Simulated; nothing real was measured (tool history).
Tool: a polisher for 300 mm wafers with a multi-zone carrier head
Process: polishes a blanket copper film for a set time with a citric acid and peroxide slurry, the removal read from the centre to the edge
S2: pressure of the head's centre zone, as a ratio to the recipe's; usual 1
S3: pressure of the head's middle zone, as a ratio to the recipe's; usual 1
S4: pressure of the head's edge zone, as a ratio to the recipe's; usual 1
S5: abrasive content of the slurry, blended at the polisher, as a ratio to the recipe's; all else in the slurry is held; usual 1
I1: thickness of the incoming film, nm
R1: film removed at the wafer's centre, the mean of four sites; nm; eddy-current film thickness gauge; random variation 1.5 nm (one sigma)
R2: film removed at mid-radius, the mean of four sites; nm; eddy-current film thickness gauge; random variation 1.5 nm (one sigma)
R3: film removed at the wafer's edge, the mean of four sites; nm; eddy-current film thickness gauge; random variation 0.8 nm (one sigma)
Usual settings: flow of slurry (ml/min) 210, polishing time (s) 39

Run 1, hour 0: usual settings but S4 1.04; I1 1205.5. Result: R1 124.2 nm, R2 124.2 nm, R3 124.1 nm.
At hour 79: slurry nozzle cleaned.
At hour 85.7: centre zone pressure recalibrated.
Run 2, hour 86.2: usual settings but flow of slurry (ml/min) 265, S2 1.03, S4 1.07; I1 1205. Result: R1 129.1 nm, R2 126.5 nm, R3 126.7 nm.
At hour 106.5: edge zone pressure recalibrated.
At hour 170.1: worn pad replaced by a new one.
Run 3, hour 178.5: usual settings but S2 1.11, S5 1.15, polishing time (s) 31; I1 1230.9. Result: R1 118.3 nm, R2 105.9 nm, R3 105.8 nm.
Run 4, hour 227.3: usual settings; I1 1211.2. Result: R1 132.4 nm, R2 130.4 nm, R3 128 nm.
Run 5, hour 284.1: usual settings but flow of slurry (ml/min) 150, S3 1.07, polishing time (s) 26; I1 1229.5. Result: R1 84.7 nm, R2 89.1 nm, R3 83.4 nm.
Run 6, hour 360.3: usual settings but flow of slurry (ml/min) 235, S2 0.89, S4 0.96, S5 0.8; I1 1236.9. Result: R1 112.2 nm, R2 127.2 nm, R3 123.2 nm.
Run 7, hour 425.5: usual settings but S2 1.07; I1 1201.4. Result: R1 137.7 nm, R2 131.2 nm, R3 125.9 nm.
Run 8, hour 470.2: usual settings but flow of slurry (ml/min) 170; I1 1238.1. Result: R1 125.5 nm, R2 126.8 nm, R3 125.4 nm.
Run 9, hour 523.3: usual settings but S4 0.94; I1 1222.2. Result: R1 127.7 nm, R2 127.2 nm, R3 123.3 nm.
Run 10, hour 617.1: usual settings; I1 1200.2. Result: R1 125.9 nm, R2 127.5 nm, R3 124.3 nm.
At hour 642.4: carrier head's membrane replaced by a new one.
Run 11, hour 666.3: usual settings but flow of slurry (ml/min) 235, S2 0.95, S3 1.03; I1 1245.3. Result: R1 121.1 nm, R2 128.6 nm, R3 125.7 nm.
Run 12, hour 706.3: usual settings but S2 0.92, polishing time (s) 53; I1 1222.1. Result: R1 155.4 nm, R2 170.5 nm, R3 168 nm.
Run 13, hour 786.2: usual settings; I1 1243.3. Result: R1 127.8 nm, R2 122.8 nm, R3 123.3 nm.
Run 14, hour 894: usual settings but S5 0.9, polishing time (s) 53; I1 1218.8. Result: R1 162.4 nm, R2 162.1 nm, R3 162.1 nm.
At hour 909.7: worn pad replaced by a new one.
At hour 927: slurry nozzle cleaned.
Run 15, hour 946: usual settings but S2 1.1, S4 0.95, S5 1.25, polishing time (s) 51; I1 1237.6. Result: R1 198.3 nm, R2 180.1 nm, R3 176.8 nm.
At hour 950.6: edge zone pressure recalibrated.
Run 16, hour 1006.9: usual settings; I1 1212.7. Result: R1 133.5 nm, R2 128.8 nm, R3 129.2 nm.
Run 17, hour 1079.7: usual settings but flow of slurry (ml/min) 150, S4 1.03; I1 1223.2. Result: R1 128.1 nm, R2 127.4 nm, R3 127.8 nm.
At hour 1207: centre zone pressure recalibrated.
Run 18, hour 1328.5: usual settings but S3 0.96, S5 1.25; I1 1207.2. Result: R1 134.6 nm, R2 130.3 nm, R3 132.4 nm.
Run 19, hour 1400.5: usual settings but flow of slurry (ml/min) 145, S2 1.06, S3 1.11; I1 1225.3. Result: R1 129.7 nm, R2 131 nm, R3 122.9 nm.
Run 20, hour 1653.8: usual settings; I1 1205.4. Result: R1 123.4 nm, R2 124 nm, R3 122.4 nm.
At hour 1705.1: worn pad replaced by a new one.
Run 21, hour 1718.8: usual settings but flow of slurry (ml/min) 280, S2 0.92; I1 1208.1. Result: R1 126.9 nm, R2 134.4 nm, R3 131.4 nm.

4 ways to go on from here, each from the tool as it stands after run 21. What would each give?
Run A, hour 1719.2: usual settings; I1 1227.5. Result: R1 ?, R2 ?, R3 ?.
Run B, hour 1719.2: usual settings but flow of slurry (ml/min) 255, S2 1.04, S5 1.25, polishing time (s) 52; I1 1227.5. Result: R1 ?, R2 ?, R3 ?.
Run C, hour 1719.2: usual settings but S3 0.89, S4 0.93; I1 1227.5. Result: R1 ?, R2 ?, R3 ?.
Run D, hour 1719.2: usual settings but flow of slurry (ml/min) 230, S4 0.92; I1 1227.5. Result: R1 ?, R2 ?, R3 ?.

run     R1     R2     R3
  A  131.2  128.2  129.9
  B  192.6  181.2  182.9
  C  131.1  119.3  127.3
  D  132.3  129.2  127.4
Without the tool's hidden state the same runs would have given:
run     R1     R2     R3
  A  132.4  129.3  131.1
  B  194.3  182.8  184.6
  C  132.3  120.3  128.4
  D  133.5  130.3  128.6
